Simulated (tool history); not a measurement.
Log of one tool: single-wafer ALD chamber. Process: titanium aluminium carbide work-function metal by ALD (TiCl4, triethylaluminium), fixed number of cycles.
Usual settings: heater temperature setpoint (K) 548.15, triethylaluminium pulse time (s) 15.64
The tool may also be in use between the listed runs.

run   hour  heater temperature setpoint (K)  triethylaluminium pulse time (s)  read-back reference wafer on the same gauge, thickness_nm  mean film thickness on the monitor wafer (nm)
  1      0                           548.15                             15.64                                                      1.806                                          1.695
  2   33.5                           548.15                             15.64                                                      1.811                                          1.679
  3   49.9                           548.15                             15.64                                                      1.812                                          1.673
  4   76.5                           548.15                             15.64                                                      1.808                                          1.678
  5   98.6                           548.15                             17.65                                                      1.814                                          1.684
  6  123.3                           548.15                             17.65                                                      1.817                                          1.683
  7  151.4                           548.15                             17.65                                                      1.813                                          1.706
  8  181.8                           548.15                             19.34                                                      1.816                                            1.7
     217.8  -- thermocouple changed; heater temperature recalibrated
  9  218.3                           548.15                             19.34                                                      1.819                                          1.709
 10  227.9                           548.15                             19.34                                                      1.819                                          1.687
 11  243.1                           534.15                              17.7                                                      1.825                                          1.566
 12  277.5                           548.15                             19.34                                                      1.825                                          1.698
     300.3  -- showerhead replaced
       318  -- triethylaluminium bottle replaced
 13  318.5                           557.15                             13.94                                                      1.829                                          1.768
 14  341.7                           554.15                             20.67                                                      1.831                                           1.78
     349.2  -- gauge calibrated
 15  376.1                           543.15                             20.87                                                      1.801                                          1.637
 16  398.4                           548.15                             15.64                                                        1.8                                          1.671
 17  423.4                           536.15                             20.27                                                      1.804                                          1.584
 18  459.4                           538.15                             21.72                                                      1.804                                          1.598
 19  493.6                           535.15                             18.77                                                      1.806                                          1.567
 20  527.8                           548.15                             15.64                                                      1.809                                          1.687
 21  548.7                           539.15                             12.23                                                       1.81                                           1.59

3 ways to go on from here, each from the tool as it stands after run 21. What would each give?
  A  549.1                           548.15                             18.91                                                          ?                                              ?
  B  549.1                           548.15                             10.49                                                          ?                                              ?
  C  549.1                           539.15                             18.97                                                          ?                                              ?

run  read-back reference wafer on the same gauge, thickness_nm  mean film thickness on the monitor wafer (nm)
  A                                                      1.814                                          1.702
  B                                                      1.814                                          1.652
  C                                                      1.814                                          1.619
Without the tool's hidden state the same runs would have given:
run  mean film thickness on the monitor wafer (nm)
  A                                          1.689
  B                                           1.64
  C                                          1.607
